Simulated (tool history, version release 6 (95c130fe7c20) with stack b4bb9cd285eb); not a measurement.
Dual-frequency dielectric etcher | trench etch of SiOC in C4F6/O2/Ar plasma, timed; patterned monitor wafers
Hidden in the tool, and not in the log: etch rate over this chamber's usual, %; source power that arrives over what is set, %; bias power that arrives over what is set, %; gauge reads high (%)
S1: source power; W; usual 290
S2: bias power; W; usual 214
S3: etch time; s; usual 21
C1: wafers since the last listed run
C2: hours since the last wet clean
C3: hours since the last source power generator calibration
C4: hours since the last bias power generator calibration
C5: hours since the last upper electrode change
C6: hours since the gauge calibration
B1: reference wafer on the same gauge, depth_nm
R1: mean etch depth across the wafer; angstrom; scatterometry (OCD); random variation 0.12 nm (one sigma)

run	hour	S1	S2	S3	C1	C2	C3	C4	C5	C6	B1	R1
1	0	290	214	21	0	168.9	1549.3	3224.1	3326	295.1	36.1	401.6
2	24.7	290	214	21	397	193.6	1574	3248.8	3350.7	319.8	36.09	400.3
3	59.2	290	214	21	554	228.1	1608.5	3283.3	3385.2	354.3	36.11	403.7
4	88.4	290	247	24	469	257.3	1637.7	3312.5	3414.4	383.5	36.09	487.5
5	111.5	290	247	24	371	280.4	1660.8	3335.6	3437.5	406.6	36.12	489.2
6	130.2	290	214	21	300	299.1	1679.5	3354.3	3456.2	425.3	36.08	400.5
7	211	290	214	21	1299	379.9	1760.3	3435.1	3537	506.1	36.14	403
8	240.1	290	214	21	467	409	1789.4	3464.2	3566.1	535.2	36.1	401.1
9	270.4	290	214	21	487	439.3	1819.7	3494.5	3596.4	565.5	36.11	404.5
10	290.4	290	214	21	321	459.3	1839.7	3514.5	3616.4	585.5	36.09	402.8
11	313.8	290	214	21	376	482.7	1863.1	3537.9	3639.8	608.9	36.1	399.4
12	332.5	360	192	21	300	501.4	1881.8	3556.6	3658.5	627.6	36.1	411.4
13	348.3	290	214	21	254	517.2	1897.6	3572.4	3674.3	643.4	36.09	400
# hour 363: source power generator calibrated
# hour 401.1: wet clean of the chamber
14	440.1	290	214	21	1025	39	77.1	3664.2	3766.1	735.2	36.1	410.8
15	468	290	214	21	448	66.9	105	3692.1	3794	763.1	36.09	409.4
16	482.5	290	214	21	233	81.4	119.5	3706.6	3808.5	777.6	36.11	408.5
# hour 491.4: bias power generator calibrated
17	545.9	250	185	16.5	955	144.8	182.9	54.5	3871.9	841	36.1	287.1
# hour 573.6: gauge calibrated
# hour 576.6: upper electrode replaced
18	577.1	270	214	14.5	115	176	214.1	85.7	0.5	3.5	36.1	275.9
19	594.6	290	235	21	281	193.5	231.6	103.2	18	21	36.11	426.1
20	630.4	230	253	26.5	575	229.3	267.4	139	53.8	56.8	36.07	509.2
21	643.9	290	214	21	217	242.8	280.9	152.5	67.3	70.3	36.1	409
22	660.1	230	214	27.5	260	259	297.1	168.7	83.5	86.5	36.1	493.1
23	683.8	290	214	24	381	282.7	320.8	192.4	107.2	110.2	36.11	465.3
24	696	250	214	18.5	196	294.9	333	204.6	119.4	122.4	36.08	344
25	721	290	260	26	402	319.9	358	229.6	144.4	147.4	36.13	543.1
26	750.3	250	214	21	471	349.2	387.3	258.9	173.7	176.7	36.11	387.7
27	774.3	330	260	25.5	385	373.2	411.3	282.9	197.7	200.7	36.11	560.9
28	786.6	290	214	21	197	385.5	423.6	295.2	210	213	36.09	408.7
29	820.2	310	162	17.5	540	419.1	457.2	328.8	243.6	246.6	36.08	309.3
30	854.5	330	193	17	551	453.4	491.5	363.1	277.9	280.9	36.1	329.8
31	870.5	230	252	24	257	469.4	507.5	379.1	293.9	296.9	36.09	461.9

Hidden state at the last listed run before each entry between runs and at the first one after, where it differs:
Between runs 13 and 14: source power generator calibrated (hour 363); wet clean of the chamber (hour 401.1)
  source power that arrives over what is set, %: -5.24 -> 0.000532
  measured less the result without the state, R1: -7.4 -> +0 angstrom
Between runs 16 and 17: bias power generator calibrated (hour 491.4)
  source power that arrives over what is set, %: -0.123 -> -0.308
  measured less the result without the state, R1: -0.2 -> -0.3 angstrom
Between runs 17 and 18: gauge calibrated (hour 573.6); upper electrode replaced (hour 576.6)
  source power that arrives over what is set, %: -0.308 -> -0.399
  measured less the result without the state, R1: -0.3 -> -0.4 angstrom
